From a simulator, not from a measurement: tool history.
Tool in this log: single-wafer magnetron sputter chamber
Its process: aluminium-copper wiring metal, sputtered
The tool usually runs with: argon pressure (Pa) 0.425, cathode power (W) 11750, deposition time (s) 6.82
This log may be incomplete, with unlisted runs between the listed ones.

run,hour,argon pressure (Pa),cathode power (W),deposition time (s),"read-back reference wafer on the same gauge, thickness_nm",mean film thickness on the monitor wafer (angstrom)
1,0.0,0.425,12750,6.82,129.786,1597.09
2,33.5,0.425,12750,6.82,129.863,1585.66
3,56.8,0.425,11750,7.76,130.036,1648.09
4,72.5,0.425,11750,6.06,130.077,1289.47
5,100.8,0.425,11750,6.06,130.244,1296.21
# hour 130.2: sputter target and shields replaced
6,133.0,0.425,11750,6.06,129.975,1254.11
7,146.1,0.467,11750,6.82,130.002,1367.34
8,161.1,0.425,11750,6.82,130.028,1412.39
9,178.4,0.425,11750,6.82,129.865,1412.31
10,205.1,0.425,11750,6.82,130.093,1398.60
# hour 213.3: sputter target and shields replaced, repeated, since the last time left the tool worse
11,227.5,0.521,9000,5.86,129.935,908.15
12,246.4,0.425,11750,5.62,129.979,1201.08
# hour 248.7: gauge calibrated
13,269.2,0.549,13150,6.24,130.012,1380.43
14,295.4,0.311,11750,7.68,129.922,1798.85
15,326.1,0.425,11750,6.82,130.248,1463.31
# hour 337.6: capacitance manometer re-zeroed and calibrated
# hour 347.9: magnet pack replaced
16,348.9,0.545,12500,7.55,130.243,1572.43
17,382.8,0.425,13450,7.93,129.995,1923.87
# hour 395.3: sputter target and shields replaced
18,396.7,0.425,11750,6.82,129.934,1467.38
19,416.9,0.425,11750,6.82,130.148,1469.15
20,433.9,0.485,12700,7.49,129.888,1677.44
21,450.5,0.425,12750,6.82,130.066,1588.65

Forecast each of these 5 alternatives for the next run:
A,450.9,0.425,10800,6.82,?,?
B,450.9,0.343,9800,6.82,?,?
C,450.9,0.570,10400,5.62,?,?
D,450.9,0.319,11750,6.82,?,?
E,450.9,0.425,10100,5.64,?,?

run,"read-back reference wafer on the same gauge, thickness_nm",mean film thickness on the monitor wafer (angstrom)
A,129.881,1334.95
B,129.881,1282.10
C,129.881,961.02
D,129.881,1563.32
E,129.881,1032.42
With the hidden condition removed and each run's random variation left untouched, the same runs would have given:
run,mean film thickness on the monitor wafer (angstrom)
A,1338.52
B,1285.53
C,963.59
D,1567.51
E,1035.18
